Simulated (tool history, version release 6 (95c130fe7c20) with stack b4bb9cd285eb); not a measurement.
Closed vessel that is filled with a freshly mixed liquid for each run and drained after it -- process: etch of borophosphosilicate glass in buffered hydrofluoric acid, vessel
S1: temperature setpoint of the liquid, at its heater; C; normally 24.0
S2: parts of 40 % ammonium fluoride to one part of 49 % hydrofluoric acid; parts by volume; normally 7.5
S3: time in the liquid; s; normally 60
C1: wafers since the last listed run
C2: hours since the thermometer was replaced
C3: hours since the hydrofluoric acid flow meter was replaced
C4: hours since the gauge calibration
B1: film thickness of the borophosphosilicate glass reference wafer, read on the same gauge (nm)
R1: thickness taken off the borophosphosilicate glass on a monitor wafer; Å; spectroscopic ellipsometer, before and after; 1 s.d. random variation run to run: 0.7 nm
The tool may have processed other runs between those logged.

Run 1, hour 0.0: usual settings; C1 0; C2 1560.0; C3 552.5; C4 1223.2; B1 70.00. Result: R1 1117.6 Å.
Run 2, hour 106.5: usual settings; C1 10258; C2 1666.5; C3 659.0; C4 1329.7; B1 70.00. Result: R1 1125.6 Å.
Run 3, hour 161.8: usual settings; C1 5326; C2 1721.8; C3 714.3; C4 1385.0; B1 69.99. Result: R1 1119.0 Å.
Run 4, hour 263.8: usual settings; C1 9825; C2 1823.8; C3 816.3; C4 1487.0; B1 69.99. Result: R1 1134.0 Å.
Run 5, hour 301.5: usual settings; C1 3631; C2 1861.5; C3 854.0; C4 1524.7; B1 70.01. Result: R1 1119.5 Å.
Run 6, hour 371.4: usual settings; C1 6733; C2 1931.4; C3 923.9; C4 1594.6; B1 70.00. Result: R1 1122.4 Å.
Run 7, hour 459.4: usual settings; C1 8476; C2 2019.4; C3 1011.9; C4 1682.6; B1 70.01. Result: R1 1117.3 Å.
Run 8, hour 566.9: usual settings; C1 10355; C2 2126.9; C3 1119.4; C4 1790.1; B1 69.98. Result: R1 1112.8 Å.
Run 9, hour 667.3: usual settings; C1 9671; C2 2227.3; C3 1219.8; C4 1890.5; B1 69.99. Result: R1 1140.9 Å.
At hour 721.9: thermometer replaced.
Run 10, hour 754.8: usual settings; C1 8332; C2 32.9; C3 1307.3; C4 1978.0; B1 69.97. Result: R1 1019.8 Å.
Run 11, hour 858.6: usual settings; C1 9998; C2 136.7; C3 1411.1; C4 2081.8; B1 69.98. Result: R1 1033.4 Å.
Run 12, hour 905.5: usual settings; C1 4517; C2 183.6; C3 1458.0; C4 2128.7; B1 70.00. Result: R1 1025.1 Å.
Run 13, hour 985.5: usual settings; C1 7706; C2 263.6; C3 1538.0; C4 2208.7; B1 70.00. Result: R1 1035.2 Å.
Run 14, hour 1089.8: usual settings but S1 22.5 C, S2 10.5 parts by volume; C1 10046; C2 367.9; C3 1642.3; C4 2313.0; B1 70.00. Result: R1 696.1 Å.
Run 15, hour 1167.1: usual settings but S2 6.0 parts by volume, S3 85 s; C1 7445; C2 445.2; C3 1719.6; C4 2390.3; B1 69.99. Result: R1 1832.1 Å.
Run 16, hour 1235.0: usual settings but S1 22.0 C, S2 5.0 parts by volume, S3 90 s; C1 6540; C2 513.1; C3 1787.5; C4 2458.2; B1 70.00. Result: R1 2048.2 Å.
Run 17, hour 1317.8: usual settings but S1 22.5 C, S3 40 s; C1 7975; C2 595.9; C3 1870.3; C4 2541.0; B1 69.99. Result: R1 631.3 Å.
At hour 1457.9: hydrofluoric acid flow meter replaced.
Run 18, hour 1600.8: usual settings but S1 20.0 C, S2 5.5 parts by volume, S3 95 s; C1 27163; C2 878.9; C3 142.9; C4 2824.0; B1 70.01. Result: R1 1889.1 Å.
Run 19, hour 1655.8: usual settings but S1 27.5 C, S2 10.5 parts by volume, S3 45 s; C1 5297; C2 933.9; C3 197.9; C4 2879.0; B1 70.01. Result: R1 733.6 Å.
At hour 1708.7: gauge calibrated.
Run 20, hour 1715.2: usual settings but S1 28.5 C, S2 9.0 parts by volume, S3 80 s; C1 5721; C2 993.3; C3 257.3; C4 6.5; B1 69.96. Result: R1 1558.6 Å.
Run 21, hour 1754.6: usual settings but S2 6.0 parts by volume, S3 75 s; C1 3795; C2 1032.7; C3 296.7; C4 45.9; B1 70.00. Result: R1 1701.8 Å.
Run 22, hour 1803.5: usual settings but S1 21.5 C, S2 9.5 parts by volume, S3 30 s; C1 4710; C2 1081.6; C3 345.6; C4 94.8; B1 70.01. Result: R1 389.0 Å.
Run 23, hour 1864.5: usual settings but S1 22.5 C, S2 10.5 parts by volume; C1 5875; C2 1142.6; C3 406.6; C4 155.8; B1 69.98. Result: R1 746.1 Å.
Run 24, hour 1933.1: usual settings but S3 30 s; C1 6607; C2 1211.2; C3 475.2; C4 224.4; B1 69.99. Result: R1 550.5 Å.
Run 25, hour 1969.6: usual settings; C1 3515; C2 1247.7; C3 511.7; C4 260.9; B1 70.00. Result: R1 1111.2 Å.
Run 26, hour 2040.6: usual settings but S2 5.0 parts by volume, S3 30 s; C1 6839; C2 1318.7; C3 582.7; C4 331.9; B1 70.01. Result: R1 807.0 Å.
Run 27, hour 2103.4: usual settings but S1 26.0 C; C1 6049; C2 1381.5; C3 645.5; C4 394.7; B1 69.99. Result: R1 1232.3 Å.
Run 28, hour 2203.8: usual settings but S2 5.0 parts by volume, S3 85 s; C1 9671; C2 1481.9; C3 745.9; C4 495.1; B1 70.01. Result: R1 2277.9 Å.
Run 29, hour 2265.1: usual settings but S1 27.5 C, S2 8.5 parts by volume, S3 90 s; C1 5904; C2 1543.2; C3 807.2; C4 556.4; B1 70.00. Result: R1 1753.6 Å.
Run 30, hour 2308.2: usual settings but S1 22.5 C, S2 10.5 parts by volume; C1 4151; C2 1586.3; C3 850.3; C4 599.5; B1 69.97. Result: R1 747.5 Å.

Branching from run 30: 5 alternative next runs. What would each branch give?
Run A, hour 2308.9: usual settings; C1 67; C2 1587.0; C3 851.0; C4 600.2; B1 ?. Result: R1 ?.
Run B, hour 2308.9: usual settings but S1 20.5 C; C1 67; C2 1587.0; C3 851.0; C4 600.2; B1 ?. Result: R1 ?.
Run C, hour 2308.9: usual settings but S1 19.0 C, S2 6.5 parts by volume, S3 45 s; C1 67; C2 1587.0; C3 851.0; C4 600.2; B1 ?. Result: R1 ?.
Run D, hour 2308.9: usual settings but S1 28.0 C, S2 6.5 parts by volume, S3 45 s; C1 67; C2 1587.0; C3 851.0; C4 600.2; B1 ?. Result: R1 ?.
Run E, hour 2308.9: usual settings but S1 25.5 C, S3 35 s; C1 67; C2 1587.0; C3 851.0; C4 600.2; B1 ?. Result: R1 ?.

run     B1      R1
  A  70.00  1105.1
  B  70.00   914.8
  C  70.00   733.2
  D  70.00  1186.8
  E  70.00   698.2
The same runs, with their run-to-run variation unchanged, on a tool lacking any hidden condition would have given:
run      R1
  A  1082.4
  B   894.9
  C   711.7
  D  1155.5
  E   684.1
